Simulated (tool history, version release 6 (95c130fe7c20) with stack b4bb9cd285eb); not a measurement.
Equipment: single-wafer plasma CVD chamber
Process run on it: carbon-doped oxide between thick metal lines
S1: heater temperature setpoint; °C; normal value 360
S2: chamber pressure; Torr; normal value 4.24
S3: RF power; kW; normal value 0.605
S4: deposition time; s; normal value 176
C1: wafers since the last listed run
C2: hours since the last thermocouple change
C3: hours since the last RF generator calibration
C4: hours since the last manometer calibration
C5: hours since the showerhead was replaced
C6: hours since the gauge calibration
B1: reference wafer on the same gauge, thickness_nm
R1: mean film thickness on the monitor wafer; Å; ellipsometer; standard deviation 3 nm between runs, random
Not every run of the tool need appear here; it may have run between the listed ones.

{"run": 1, "hour": 0.0, "S1": 360, "S2": 4.24, "S3": 0.605, "S4": 176, "C1": 0, "C2": 2361.8, "C3": 758.2, "C4": 756.5, "C5": 6227.7, "C6": 415.4, "B1": 924.635, "R1": 8605.23}
{"run": 2, "hour": 26.2, "S1": 360, "S2": 4.24, "S3": 0.605, "S4": 176, "C1": 151, "C2": 2388, "C3": 784.4, "C4": 782.7, "C5": 6253.9, "C6": 441.6, "B1": 925.119, "R1": 8594.9}
{"run": 3, "hour": 82.4, "S1": 360, "S2": 4.24, "S3": 0.605, "S4": 176, "C1": 325, "C2": 2444.2, "C3": 840.6, "C4": 838.9, "C5": 6310.1, "C6": 497.8, "B1": 925.262, "R1": 8546.06}
{"run": 4, "hour": 111.5, "S1": 360, "S2": 4.24, "S3": 0.605, "S4": 176, "C1": 168, "C2": 2473.3, "C3": 869.7, "C4": 868, "C5": 6339.2, "C6": 526.9, "B1": 924.97, "R1": 8515.76}
{"run": 5, "hour": 177.9, "S1": 360, "S2": 4.24, "S3": 0.605, "S4": 176, "C1": 384, "C2": 2539.7, "C3": 936.1, "C4": 934.4, "C5": 6405.6, "C6": 593.3, "B1": 925.065, "R1": 8536.17}
{"run": 6, "hour": 228.5, "S1": 360, "S2": 4.24, "S3": 0.525, "S4": 176, "C1": 293, "C2": 2590.3, "C3": 986.7, "C4": 985, "C5": 6456.2, "C6": 643.9, "B1": 924.478, "R1": 7705.78}
{"run": 7, "hour": 283.7, "S1": 360, "S2": 4.24, "S3": 0.605, "S4": 176, "C1": 319, "C2": 2645.5, "C3": 1041.9, "C4": 1040.2, "C5": 6511.4, "C6": 699.1, "B1": 925.197, "R1": 8524.29}
{"run": 8, "hour": 347.7, "S1": 360, "S2": 4.24, "S3": 0.605, "S4": 176, "C1": 370, "C2": 2709.5, "C3": 1105.9, "C4": 1104.2, "C5": 6575.4, "C6": 763.1, "B1": 925.149, "R1": 8550.25}
{"run": 9, "hour": 407.4, "S1": 360, "S2": 4.24, "S3": 0.605, "S4": 176, "C1": 345, "C2": 2769.2, "C3": 1165.6, "C4": 1163.9, "C5": 6635.1, "C6": 822.8, "B1": 925.29, "R1": 8595.91}
{"hour": 416.1, "done": "capacitance manometer re-zeroed and calibrated"}
{"hour": 420.5, "done": "gauge calibrated"}
{"hour": 433.6, "done": "thermocouple changed; heater temperature recalibrated"}
{"run": 10, "hour": 434.4, "S1": 360, "S2": 4.24, "S3": 0.605, "S4": 176, "C1": 63, "C2": 0.8, "C3": 1192.6, "C4": 18.3, "C5": 6662.1, "C6": 13.9, "B1": 925.145, "R1": 8498.83}
{"run": 11, "hour": 472.0, "S1": 360, "S2": 4.24, "S3": 0.605, "S4": 176, "C1": 217, "C2": 38.4, "C3": 1230.2, "C4": 55.9, "C5": 6699.7, "C6": 51.5, "B1": 924.695, "R1": 8539.29}
{"run": 12, "hour": 497.5, "S1": 360, "S2": 4.79, "S3": 0.69, "S4": 176, "C1": 147, "C2": 63.9, "C3": 1255.7, "C4": 81.4, "C5": 6725.2, "C6": 77, "B1": 924.591, "R1": 9551.84}
{"hour": 536.9, "done": "RF generator calibrated"}
{"hour": 571.4, "done": "showerhead replaced"}
{"run": 13, "hour": 571.9, "S1": 360, "S2": 4.24, "S3": 0.605, "S4": 149, "C1": 338, "C2": 138.3, "C3": 35, "C4": 155.8, "C5": 0.5, "C6": 151.4, "B1": 924.901, "R1": 7216.79}
{"run": 14, "hour": 612.1, "S1": 360, "S2": 4.24, "S3": 0.605, "S4": 176, "C1": 232, "C2": 178.5, "C3": 75.2, "C4": 196, "C5": 40.7, "C6": 191.6, "B1": 925.019, "R1": 8491.24}
{"run": 15, "hour": 709.6, "S1": 360, "S2": 4.73, "S3": 0.605, "S4": 176, "C1": 564, "C2": 276, "C3": 172.7, "C4": 293.5, "C5": 138.2, "C6": 289.1, "B1": 924.996, "R1": 8700.99}
{"run": 16, "hour": 755.2, "S1": 360, "S2": 4.24, "S3": 0.605, "S4": 176, "C1": 264, "C2": 321.6, "C3": 218.3, "C4": 339.1, "C5": 183.8, "C6": 334.7, "B1": 924.523, "R1": 8563.38}
{"run": 17, "hour": 824.5, "S1": 360, "S2": 4.24, "S3": 0.675, "S4": 176, "C1": 401, "C2": 390.9, "C3": 287.6, "C4": 408.4, "C5": 253.1, "C6": 404, "B1": 924.529, "R1": 9270.77}
{"run": 18, "hour": 872.5, "S1": 349, "S2": 4.24, "S3": 0.605, "S4": 157, "C1": 277, "C2": 438.9, "C3": 335.6, "C4": 456.4, "C5": 301.1, "C6": 452, "B1": 925.361, "R1": 7867.6}
{"run": 19, "hour": 963.9, "S1": 355, "S2": 4.24, "S3": 0.605, "S4": 195, "C1": 529, "C2": 530.3, "C3": 427, "C4": 547.8, "C5": 392.5, "C6": 543.4, "B1": 925.399, "R1": 9601.71}
{"run": 20, "hour": 1029.3, "S1": 372, "S2": 4.24, "S3": 0.605, "S4": 176, "C1": 378, "C2": 595.7, "C3": 492.4, "C4": 613.2, "C5": 457.9, "C6": 608.8, "B1": 925.624, "R1": 8293.87}
{"run": 21, "hour": 1077.5, "S1": 360, "S2": 5.15, "S3": 0.605, "S4": 176, "C1": 279, "C2": 643.9, "C3": 540.6, "C4": 661.4, "C5": 506.1, "C6": 657, "B1": 925.594, "R1": 8787.98}
{"run": 22, "hour": 1142.5, "S1": 360, "S2": 4.24, "S3": 0.605, "S4": 176, "C1": 376, "C2": 708.9, "C3": 605.6, "C4": 726.4, "C5": 571.1, "C6": 722, "B1": 924.943, "R1": 8548.3}

Branching from run 22: 3 alternative next runs. What would each branch give?
{"run": "A", "hour": 1142.9, "S1": 360, "S2": 5.22, "S3": 0.605, "S4": 176, "C1": 2, "C2": 709.3, "C3": 606, "C4": 726.8, "C5": 571.5, "C6": 722.4, "B1": "?", "R1": "?"}
{"run": "B", "hour": 1142.9, "S1": 360, "S2": 4.24, "S3": 0.67, "S4": 176, "C1": 2, "C2": 709.3, "C3": 606, "C4": 726.8, "C5": 571.5, "C6": 722.4, "B1": "?", "R1": "?"}
{"run": "C", "hour": 1142.9, "S1": 360, "S2": 4.69, "S3": 0.605, "S4": 176, "C1": 2, "C2": 709.3, "C3": 606, "C4": 726.8, "C5": 571.5, "C6": 722.4, "B1": "?", "R1": "?"}

run=A B1=924.827 R1=8871.62
run=B B1=924.827 R1=9256.69
run=C B1=924.827 R1=8726.44
Without the tool's hidden state the same runs would have given:
run=A R1=8794.99
run=B R1=9174.42
run=C R1=8645.38
